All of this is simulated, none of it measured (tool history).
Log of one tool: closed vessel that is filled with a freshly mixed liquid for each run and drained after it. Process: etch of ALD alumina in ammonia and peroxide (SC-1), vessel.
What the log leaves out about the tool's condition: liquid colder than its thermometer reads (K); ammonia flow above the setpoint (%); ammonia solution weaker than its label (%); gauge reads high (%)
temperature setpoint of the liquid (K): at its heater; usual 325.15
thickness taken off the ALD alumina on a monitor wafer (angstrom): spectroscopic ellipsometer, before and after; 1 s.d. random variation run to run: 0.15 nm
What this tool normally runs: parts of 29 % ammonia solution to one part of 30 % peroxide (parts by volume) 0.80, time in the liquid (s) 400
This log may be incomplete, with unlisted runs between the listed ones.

run    hour  temperature setpoint of the liquid (K)  parts of 29 % ammonia solution to one part of 30 % peroxide (parts by volume)  time in the liquid (s)  wafers since the last listed run  hours since the thermometer was replaced  hours since the ammonia flow meter was replaced  hours since the drum of ammonia solution was connected  hours since the gauge calibration  read-back film thickness of the ALD alumina reference wafer, read on the same gauge (nm)  thickness taken off the ALD alumina on a monitor wafer (angstrom)
  1     0.0                                  325.15                                                                           0.80                     495                                 0                                    1495.1                                            505.9                                                   505.2                              415.0                                                                                     40.10                                                              213.0
  2    54.9                                  327.65                                                                           0.80                     400                              4106                                    1550.0                                            560.8                                                   560.1                              469.9                                                                                     40.16                                                              192.1
  3   111.6                                  325.15                                                                           0.80                     345                              4241                                    1606.7                                            617.5                                                   616.8                              526.6                                                                                     40.25                                                              148.7
  4   144.5                                  325.15                                                                           0.80                     400                              2461                                    1639.6                                            650.4                                                   649.7                              559.5                                                                                     40.34                                                              171.1
  5   180.4                                  325.15                                                                           0.80                     400                              2685                                    1675.5                                            686.3                                                   685.6                              595.4                                                                                     40.42                                                              172.1
  6   219.9                                  325.15                                                                           0.80                     400                              2954                                    1715.0                                            725.8                                                   725.1                              634.9                                                                                     40.54                                                              173.5
  7   251.2                                  325.15                                                                           0.80                     400                              2341                                    1746.3                                            757.1                                                   756.4                              666.2                                                                                     40.58                                                              172.7
  8   311.9                                  325.15                                                                           0.80                     400                              4540                                    1807.0                                            817.8                                                   817.1                              726.9                                                                                     40.72                                                              174.1
      364.2  -- ammonia flow meter replaced
  9   364.7                                  325.15                                                                           0.80                     400                              3875                                    1859.8                                              0.5                                                   869.9                              779.7                                                                                     40.91                                                              174.3
 10   399.8                                  325.15                                                                           0.80                     400                              2625                                    1894.9                                             35.6                                                   905.0                              814.8                                                                                     41.00                                                              175.3
 11   438.9                                  330.15                                                                           0.80                     400                              2925                                    1934.0                                             74.7                                                   944.1                              853.9                                                                                     41.09                                                              226.3
      455.7  -- gauge calibrated
 12   482.7                                  325.15                                                                           0.80                     400                              3276                                    1977.8                                            118.5                                                   987.9                               27.0                                                                                     40.06                                                              173.2
 13   534.0                                  325.15                                                                           0.80                     400                              3837                                    2029.1                                            169.8                                                  1039.2                               78.3                                                                                     40.08                                                              169.9
 14   560.1                                  333.65                                                                           1.00                     400                              1952                                    2055.2                                            195.9                                                  1065.3                              104.4                                                                                     40.10                                                              269.0
 15   598.8                                  318.65                                                                           1.20                     280                              2895                                    2093.9                                            234.6                                                  1104.0                              143.1                                                                                     40.10                                                               86.6
      604.4  -- thermometer replaced
 16   634.2                                  330.15                                                                           0.95                     555                              2573                                      29.8                                            270.0                                                  1139.4                              178.5                                                                                     40.09                                                              310.9
 17   658.7                                  325.15                                                                           0.65                     400                              1832                                      54.3                                            294.5                                                  1163.9                              203.0                                                                                     40.13                                                              170.0
      714.5  -- new drum of ammonia solution connected
 18   720.9                                  325.15                                                                           0.80                     400                              4578                                     116.5                                            356.7                                                     6.4                              265.2                                                                                     40.17                                                              171.3
 19   789.9                                  325.15                                                                           0.80                     400                              5161                                     185.5                                            425.7                                                    75.4                              334.2                                                                                     40.26                                                              170.9
 20   823.0                                  325.15                                                                           1.10                     400                              2476                                     218.6                                            458.8                                                   108.5                              367.3                                                                                     40.33                                                              177.6
 21   867.4                                  334.15                                                                           1.15                     315                              3321                                     263.0                                            503.2                                                   152.9                              411.7                                                                                     40.31                                                              227.1
 22   911.6                                  325.15                                                                           0.90                     270                              3306                                     307.2                                            547.4                                                   197.1                              455.9                                                                                     40.42                                                              119.2
 23   952.8                                  325.15                                                                           0.80                     200                              3082                                     348.4                                            588.6                                                   238.3                              497.1                                                                                     40.49                                                               85.6
 24   982.6                                  325.15                                                                           0.80                     400                              2229                                     378.2                                            618.4                                                   268.1                              526.9                                                                                     40.57                                                              171.8
 25  1047.2                                  328.15                                                                           0.80                     400                              4832                                     442.8                                            683.0                                                   332.7                              591.5                                                                                     40.65                                                              203.7
 26  1093.7                                  325.15                                                                           0.80                     400                              3478                                     489.3                                            729.5                                                   379.2                              638.0                                                                                     40.81                                                              177.5
 27  1148.2                                  325.15                                                                           0.40                     335                              4077                                     543.8                                            784.0                                                   433.7                              692.5                                                                                     40.91                                                              136.5
 28  1197.4                                  333.65                                                                           0.65                     400                              3680                                     593.0                                            833.2                                                   482.9                              741.7                                                                                     41.06                                                              268.7
 29  1226.8                                  328.15                                                                           0.95                     320                              2199                                     622.4                                            862.6                                                   512.3                              771.1                                                                                     41.12                                                              168.0

For each entry between runs, how does the tool's hidden state at the last listed run before it compare with that at the first listed run after it?
After run 8, before run 9: ammonia flow meter replaced (hour 364.2)
  gauge reads high (%): 1.82 -> 2.18
  measured less the result without the state, thickness taken off the ALD alumina on a monitor wafer (angstrom): +3.1 -> +3.8
After run 11, before run 12: gauge calibrated (hour 455.7)
  gauge reads high (%): 2.72 -> 0.129
  measured less the result without the state, thickness taken off the ALD alumina on a monitor wafer (angstrom): +6.0 -> +0.3
After run 15, before run 16: thermometer replaced (hour 604.4)
  gauge reads high (%): 0.218 -> 0.269
  measured less the result without the state, thickness taken off the ALD alumina on a monitor wafer (angstrom): +0.2 -> +0.8
After run 17, before run 18: new drum of ammonia solution connected (hour 714.5)
  gauge reads high (%): 0.311 -> 0.443
  measured less the result without the state, thickness taken off the ALD alumina on a monitor wafer (angstrom): +0.5 -> +0.7
